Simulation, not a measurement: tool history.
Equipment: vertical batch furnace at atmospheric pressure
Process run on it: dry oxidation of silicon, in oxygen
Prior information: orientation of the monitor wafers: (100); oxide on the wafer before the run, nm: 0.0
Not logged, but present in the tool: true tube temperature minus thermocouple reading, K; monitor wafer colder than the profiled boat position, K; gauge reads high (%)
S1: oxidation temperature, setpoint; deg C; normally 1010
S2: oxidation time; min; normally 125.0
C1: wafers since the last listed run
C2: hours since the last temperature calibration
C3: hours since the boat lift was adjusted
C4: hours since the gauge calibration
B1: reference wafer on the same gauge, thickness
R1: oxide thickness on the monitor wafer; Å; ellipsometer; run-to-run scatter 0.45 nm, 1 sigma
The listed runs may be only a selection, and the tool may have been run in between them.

Run 1, hour 0.0: usual settings; C1 0; C2 2106.5; C3 4050.1; C4 930.8; B1 74.66. Result: R1 827.6 Å.
Run 2, hour 149.1: usual settings; C1 1503; C2 2255.6; C3 4199.2; C4 1079.9; B1 74.72. Result: R1 826.6 Å.
Run 3, hour 192.9: usual settings; C1 441; C2 2299.4; C3 4243.0; C4 1123.7; B1 74.86. Result: R1 827.9 Å.
Run 4, hour 463.7: usual settings; C1 2731; C2 2570.2; C3 4513.8; C4 1394.5; B1 74.82. Result: R1 821.0 Å.
Run 5, hour 506.5: usual settings; C1 431; C2 2613.0; C3 4556.6; C4 1437.3; B1 74.83. Result: R1 822.2 Å.
Run 6, hour 582.8: usual settings; C1 769; C2 2689.3; C3 4632.9; C4 1513.6; B1 74.88. Result: R1 815.5 Å.
Run 7, hour 672.7: usual settings; C1 906; C2 2779.2; C3 4722.8; C4 1603.5; B1 74.86. Result: R1 819.9 Å.
Run 8, hour 733.0: usual settings but S2 95.5 min; C1 608; C2 2839.5; C3 4783.1; C4 1663.8; B1 74.80. Result: R1 684.6 Å.
Run 9, hour 824.7: usual settings but S2 95.5 min; C1 924; C2 2931.2; C3 4874.8; C4 1755.5; B1 74.77. Result: R1 686.6 Å.
Run 10, hour 871.6: usual settings but S1 1030 deg C, S2 153.5 min; C1 473; C2 2978.1; C3 4921.7; C4 1802.4; B1 74.82. Result: R1 1120.5 Å.
Run 11, hour 918.7: usual settings but S1 1030 deg C, S2 153.5 min; C1 475; C2 3025.2; C3 4968.8; C4 1849.5; B1 74.65. Result: R1 1124.7 Å.
Run 12, hour 992.4: usual settings but S1 1030 deg C, S2 153.5 min; C1 743; C2 3098.9; C3 5042.5; C4 1923.2; B1 74.75. Result: R1 1126.8 Å.
Run 13, hour 1147.4: usual settings but S1 1003 deg C; C1 1563; C2 3253.9; C3 5197.5; C4 2078.2; B1 74.81. Result: R1 764.8 Å.
At hour 1189.7: thermocouples replaced and temperature profile calibrated.
At hour 1210.9: boat lift adjusted.
Run 14, hour 1240.6: usual settings but S1 1003 deg C; C1 484; C2 50.9; C3 29.7; C4 2171.4; B1 74.91. Result: R1 795.6 Å.
Run 15, hour 1301.2: usual settings; C1 611; C2 111.5; C3 90.3; C4 2232.0; B1 74.81. Result: R1 842.5 Å.
Run 16, hour 1378.2: usual settings but S1 1029 deg C; C1 776; C2 188.5; C3 167.3; C4 2309.0; B1 74.82. Result: R1 1006.4 Å.
Run 17, hour 1428.9: usual settings but S2 92.0 min; C1 511; C2 239.2; C3 218.0; C4 2359.7; B1 74.87. Result: R1 686.7 Å.
Run 18, hour 1473.4: usual settings but S1 1030 deg C, S2 153.5 min; C1 448; C2 283.7; C3 262.5; C4 2404.2; B1 74.81. Result: R1 1163.1 Å.

Run 19 has not been measured yet. What should we expect?
Run 19, hour 1572.1: usual settings but S1 993 deg C, S2 155.0 min; C1 995; C2 382.4; C3 361.2; C4 2502.9; B1 ?. Result: R1 ?.

B1: 74.82
R1: 841.6 Å
If the tool had no hidden condition, the same run with the same run-to-run variation would have returned R1 842.4 Å.
